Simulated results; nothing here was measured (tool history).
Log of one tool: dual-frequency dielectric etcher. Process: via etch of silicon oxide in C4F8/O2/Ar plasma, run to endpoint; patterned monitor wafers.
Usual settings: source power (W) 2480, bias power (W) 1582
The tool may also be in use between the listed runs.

| run | hour | source power (W) | bias power (W) | wafers since the last listed run | hours since the last wet clean | hours since the last source power generator calibration | hours since the last bias power generator calibration | hours since the last upper electrode change | incoming incoming film thickness, nm | endpoint time (s) |
|---|---|---|---|---|---|---|---|---|---|---|
| 1 | 0.0 | 2480 | 1333 | 0 | 448.9 | 738.3 | 778.9 | 4169.4 | 2005.8 | 408.1 |
|  | 93.5 | wet clean of the chamber |
| 2 | 94.0 | 2480 | 1333 | 236 | 0.5 | 832.3 | 872.9 | 4263.4 | 2008.6 | 394.4 |
| 3 | 154.5 | 2480 | 1333 | 204 | 61.0 | 892.8 | 933.4 | 4323.9 | 2009.5 | 397.8 |
| 4 | 233.9 | 2670 | 1582 | 268 | 140.4 | 972.2 | 1012.8 | 4403.3 | 2016.6 | 368.2 |
| 5 | 465.7 | 2670 | 1582 | 782 | 372.2 | 1204.0 | 1244.6 | 4635.1 | 2025.7 | 378.1 |
| 6 | 505.7 | 2480 | 1582 | 135 | 412.2 | 1244.0 | 1284.6 | 4675.1 | 1999.4 | 381.8 |
| 7 | 586.7 | 2480 | 1582 | 273 | 493.2 | 1325.0 | 1365.6 | 4756.1 | 2015.6 | 388.3 |
| 8 | 661.3 | 2480 | 1471 | 251 | 567.8 | 1399.6 | 1440.2 | 4830.7 | 2044.4 | 403.9 |
|  | 725.3 | wet clean of the chamber |
| 9 | 732.5 | 2480 | 1471 | 159 | 7.2 | 1470.8 | 1511.4 | 4901.9 | 2016.8 | 382.9 |
| 10 | 810.3 | 2480 | 1471 | 262 | 85.0 | 1548.6 | 1589.2 | 4979.7 | 2002.6 | 383.7 |
| 11 | 896.5 | 2480 | 1582 | 291 | 171.2 | 1634.8 | 1675.4 | 5065.9 | 2021.1 | 377.8 |
| 12 | 957.7 | 1920 | 1937 | 206 | 232.4 | 1696.0 | 1736.6 | 5127.1 | 2006.5 | 393.1 |
|  | 1005.9 | upper electrode replaced |
| 13 | 1032.7 | 2710 | 1215 | 172 | 307.4 | 1771.0 | 1811.6 | 26.8 | 2018.8 | 395.6 |
| 14 | 1127.2 | 2480 | 1582 | 319 | 401.9 | 1865.5 | 1906.1 | 121.3 | 2027.3 | 385.3 |
| 15 | 1211.2 | 2480 | 1373 | 283 | 485.9 | 1949.5 | 1990.1 | 205.3 | 2022.6 | 399.5 |
|  | 1239.7 | bias power generator calibrated |
|  | 1246.6 | source power generator calibrated |
|  | 1293.0 | wet clean of the chamber |
| 16 | 1317.6 | 2270 | 1380 | 251 | 24.6 | 71.0 | 77.9 | 311.7 | 2027.2 | 419.9 |
| 17 | 1475.0 | 2960 | 1921 | 531 | 182.0 | 228.4 | 235.3 | 469.1 | 2015.2 | 342.1 |
| 18 | 1653.5 | 2480 | 1582 | 602 | 360.5 | 406.9 | 413.8 | 647.6 | 1994.1 | 386.0 |
| 19 | 1741.5 | 2030 | 1582 | 297 | 448.5 | 494.9 | 501.8 | 735.6 | 2017.3 | 427.9 |
| 20 | 1831.3 | 2230 | 1763 | 303 | 538.3 | 584.7 | 591.6 | 825.4 | 2015.6 | 396.9 |
|  | 1881.0 | wet clean of the chamber |
| 21 | 1882.3 | 2200 | 1582 | 91 | 1.3 | 635.7 | 642.6 | 876.4 | 2014.5 | 399.5 |

5 ways to go on from here, each from the tool as it stands after run 21. What would each give?
| A | 1882.8 | 2480 | 1582 | 1 | 1.8 | 636.2 | 643.1 | 876.9 | 2030.7 | ? |
| B | 1882.8 | 2310 | 1249 | 1 | 1.8 | 636.2 | 643.1 | 876.9 | 2030.7 | ? |
| C | 1882.8 | 2730 | 1419 | 1 | 1.8 | 636.2 | 643.1 | 876.9 | 2030.7 | ? |
| D | 1882.8 | 2860 | 1304 | 1 | 1.8 | 636.2 | 643.1 | 876.9 | 2030.7 | ? |
| E | 1882.8 | 2840 | 1582 | 1 | 1.8 | 636.2 | 643.1 | 876.9 | 2030.7 | ? |

| run | endpoint time (s) |
|---|---|
| A | 382.6 |
| B | 420.8 |
| C | 379.1 |
| D | 380.5 |
| E | 361.9 |
Without the tool's hidden state the same runs would have given:
| run | endpoint time (s) |
|---|---|
| A | 387.0 |
| B | 425.7 |
| C | 383.5 |
| D | 385.0 |
| E | 366.1 |

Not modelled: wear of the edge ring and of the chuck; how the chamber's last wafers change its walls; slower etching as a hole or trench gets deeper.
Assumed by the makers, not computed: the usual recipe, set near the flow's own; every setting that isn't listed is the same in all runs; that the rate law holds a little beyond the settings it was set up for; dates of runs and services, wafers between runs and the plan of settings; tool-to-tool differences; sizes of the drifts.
